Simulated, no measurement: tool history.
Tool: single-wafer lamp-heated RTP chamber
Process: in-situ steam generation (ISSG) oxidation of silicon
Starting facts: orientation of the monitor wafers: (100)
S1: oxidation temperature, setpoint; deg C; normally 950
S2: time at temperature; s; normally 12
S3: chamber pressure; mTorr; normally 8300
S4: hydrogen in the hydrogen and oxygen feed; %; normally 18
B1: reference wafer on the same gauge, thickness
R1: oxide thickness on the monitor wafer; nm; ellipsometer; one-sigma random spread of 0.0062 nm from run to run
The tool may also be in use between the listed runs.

Run 1, hour 0: usual settings but S2 9 s; B1 3.901. Result: R1 3.84 nm.
Run 2, hour 7.5: usual settings but S2 9 s; B1 3.9. Result: R1 3.836 nm.
Run 3, hour 24.7: usual settings; B1 3.899. Result: R1 4.278 nm.
At hour 29.1: gauge calibrated.
Run 4, hour 40.9: usual settings; B1 3.899. Result: R1 4.28 nm.
Run 5, hour 47.2: usual settings; B1 3.901. Result: R1 4.279 nm.
Run 6, hour 62.1: usual settings; B1 3.9. Result: R1 4.278 nm.
At hour 76.5: pyrometer window cleaned and pyrometer calibrated.
Run 7, hour 77: usual settings; B1 3.899. Result: R1 4.175 nm.
At hour 89.4: hydrogen flow controller replaced.
Run 8, hour 89.9: usual settings; B1 3.902. Result: R1 4.172 nm.
Run 9, hour 105.8: usual settings; B1 3.899. Result: R1 4.177 nm.
Run 10, hour 112.7: usual settings but S1 936 deg C, S2 11 s, S3 7400 mTorr, S4 25 %; B1 3.901. Result: R1 4.279 nm.
Run 11, hour 123.6: usual settings; B1 3.902. Result: R1 4.192 nm.
Run 12, hour 133.5: usual settings but S3 8800 mTorr, S4 11 %; B1 3.9. Result: R1 3.738 nm.
At hour 148.2: pressure gauge zeroed.
Run 13, hour 148.7: usual settings but S2 15 s; B1 3.901. Result: R1 4.574 nm.
Run 14, hour 149.2: usual settings but S1 967 deg C, S2 10 s, S3 7400 mTorr, S4 11 %; B1 3.899. Result: R1 3.63 nm.
At hour 153.9: gauge calibrated.
Run 15, hour 166.9: usual settings; B1 3.9. Result: R1 4.201 nm.
Run 16, hour 176.6: usual settings but S1 937 deg C; B1 3.9. Result: R1 4.084 nm.
Run 17, hour 189.4: usual settings but S2 9 s; B1 3.903. Result: R1 3.771 nm.
Run 18, hour 198.6: usual settings but S2 16 s, S3 7700 mTorr, S4 13 %; B1 3.901. Result: R1 4.38 nm.
Run 19, hour 213.3: usual settings but S2 10 s, S3 7800 mTorr; B1 3.9. Result: R1 3.937 nm.

Branching from run 19: 5 alternative next runs. What would each branch give?
Run A, hour 213.8: usual settings but S3 7300 mTorr; B1 ?. Result: R1 ?.
Run B, hour 213.8: usual settings but S1 965 deg C, S2 10 s, S3 7700 mTorr; B1 ?. Result: R1 ?.
Run C, hour 213.8: usual settings but S2 14 s, S3 9300 mTorr; B1 ?. Result: R1 ?.
Run D, hour 213.8: usual settings but S2 8 s, S3 9000 mTorr, S4 13 %; B1 ?. Result: R1 ?.
Run E, hour 213.8: usual settings but S1 955 deg C; B1 ?. Result: R1 ?.

run   B1     R1
  A  3.9  4.191
  B  3.9  4.068
  C  3.9  4.417
  D  3.9  3.322
  E  3.9  4.253
With no hidden state in the tool, these same runs would have given:
run     R1
  A  4.131
  B  4.008
  C  4.349
  D  3.283
  E  4.189

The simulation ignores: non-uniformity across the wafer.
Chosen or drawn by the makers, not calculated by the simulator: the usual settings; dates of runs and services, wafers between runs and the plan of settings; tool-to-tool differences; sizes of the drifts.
